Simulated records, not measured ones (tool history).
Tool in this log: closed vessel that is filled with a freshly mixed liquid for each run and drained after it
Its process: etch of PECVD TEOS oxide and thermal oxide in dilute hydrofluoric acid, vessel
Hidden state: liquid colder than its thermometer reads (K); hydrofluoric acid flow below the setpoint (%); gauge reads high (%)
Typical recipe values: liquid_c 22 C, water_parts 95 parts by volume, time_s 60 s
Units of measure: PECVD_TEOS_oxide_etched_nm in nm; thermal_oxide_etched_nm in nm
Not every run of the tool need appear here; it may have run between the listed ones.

run,hour,liquid_c,water_parts,time_s,wafers since the last listed run,hours since the thermometer was replaced,hours since the hydrofluoric acid flow meter was replaced,hours since the gauge calibration,"read-back film thickness of the PECVD TEOS oxide reference wafer, read on the same gauge (nm)","read-back film thickness of the thermal oxide reference wafer, read on the same gauge (nm)",PECVD_TEOS_oxide_etched_nm,thermal_oxide_etched_nm
1,0,22,95,60,0,1670.5,117.6,1399.1,140.02,70.004,7.06,2.443
2,93.4,24,95,65,6736,1763.9,211,1492.5,140.01,70.008,8.21,2.841
3,351.1,22,95,60,18587,2021.6,468.7,1750.2,140.01,69.998,6.92,2.291
4,456.5,22,95,60,7602,2127,574.1,1855.6,140.01,70.003,6.82,2.358
# hour 482.2: gauge calibrated
5,497.4,22,95,60,2950,2167.9,615,15.2,139.98,70.002,6.77,2.312
# hour 532.3: hydrofluoric acid flow meter replaced
6,579,22,95,60,5813,2249.5,46.7,96.8,139.97,70.006,7.03,2.418
7,644.3,22,95,60,4709,2314.8,112,162.1,140,70.013,7.01,2.413
8,704.9,22,55,60,4370,2375.4,172.6,222.7,140.01,69.996,12.61,4.363
9,773.7,22,95,60,4962,2444.2,241.4,291.5,139.99,69.99,6.92,2.36
10,823.3,22,95,60,3577,2493.8,291,341.1,140.01,69.992,6.84,2.356
11,875.4,22,95,60,3757,2545.9,343.1,393.2,140,70.003,6.85,2.328
12,956.7,26.5,70,60,5864,2627.2,424.4,474.5,140.03,70.02,11.44,3.957
13,1020.6,22,130,80,4609,2691.1,488.3,538.4,139.99,70.006,6.32,2.183
14,1125.9,26,140,95,7595,2796.4,593.6,643.7,139.99,70.019,8,2.788
# hour 1143: hydrofluoric acid flow meter replaced
# hour 1194.3: thermometer replaced
15,1200.2,24,50,70,5214,5.9,57.2,718,140.01,70.001,18.33,6.326
16,1252.6,19,95,40,3779,58.3,109.6,770.4,140,70.001,4.23,1.444
17,1353.8,22,95,60,7299,159.5,210.8,871.6,140.01,70.007,7.13,2.501
18,1399.2,22,95,60,3274,204.9,256.2,917,140.01,69.991,7.02,2.442
19,1565.5,22,75,60,11994,371.2,422.5,1083.3,140.01,70.01,9.06,3.153
20,1609.7,25.5,120,35,3188,415.4,466.7,1127.5,139.99,69.982,3.57,1.209
21,1666,27,110,90,4060,471.7,523,1183.8,140.01,69.992,10.65,3.662
22,1731.9,22,95,60,4753,537.6,588.9,1249.7,139.99,70.001,6.89,2.379
23,1778.6,24,70,80,3368,584.3,635.6,1296.4,139.99,70.008,13.87,4.719
24,1848.4,20.5,95,60,5034,654.1,705.4,1366.2,140,69.992,6.42,2.222
25,1897,22,50,60,3505,702.7,754,1414.8,140,69.99,13.61,4.708
# hour 1904.5: hydrofluoric acid flow meter replaced
26,1944.4,22,95,60,3346,750.1,39.9,1462.2,139.99,69.998,7.23,2.55
27,2033.1,26,115,50,6397,838.8,128.6,1550.9,140.02,69.991,5.6,1.906

Below are 3 alternative next runs, each starting from the tool's condition after run 27. Predict each:
A,2033.8,22,95,60,50,839.5,129.3,1551.6,?,?,?,?
B,2033.8,20.5,95,30,50,839.5,129.3,1551.6,?,?,?,?
C,2033.8,18,125,60,50,839.5,129.3,1551.6,?,?,?,?

run,"read-back film thickness of the PECVD TEOS oxide reference wafer, read on the same gauge (nm)","read-back film thickness of the thermal oxide reference wafer, read on the same gauge (nm)",PECVD_TEOS_oxide_etched_nm,thermal_oxide_etched_nm
A,140.03,70.007,7.1,2.483
B,140.03,70.007,3.34,1.168
C,140.03,70.007,4.43,1.55
What these runs would have given with no unlogged condition in the tool:
run,PECVD_TEOS_oxide_etched_nm,thermal_oxide_etched_nm
A,7.35,2.57
B,3.46,1.209
C,4.59,1.605

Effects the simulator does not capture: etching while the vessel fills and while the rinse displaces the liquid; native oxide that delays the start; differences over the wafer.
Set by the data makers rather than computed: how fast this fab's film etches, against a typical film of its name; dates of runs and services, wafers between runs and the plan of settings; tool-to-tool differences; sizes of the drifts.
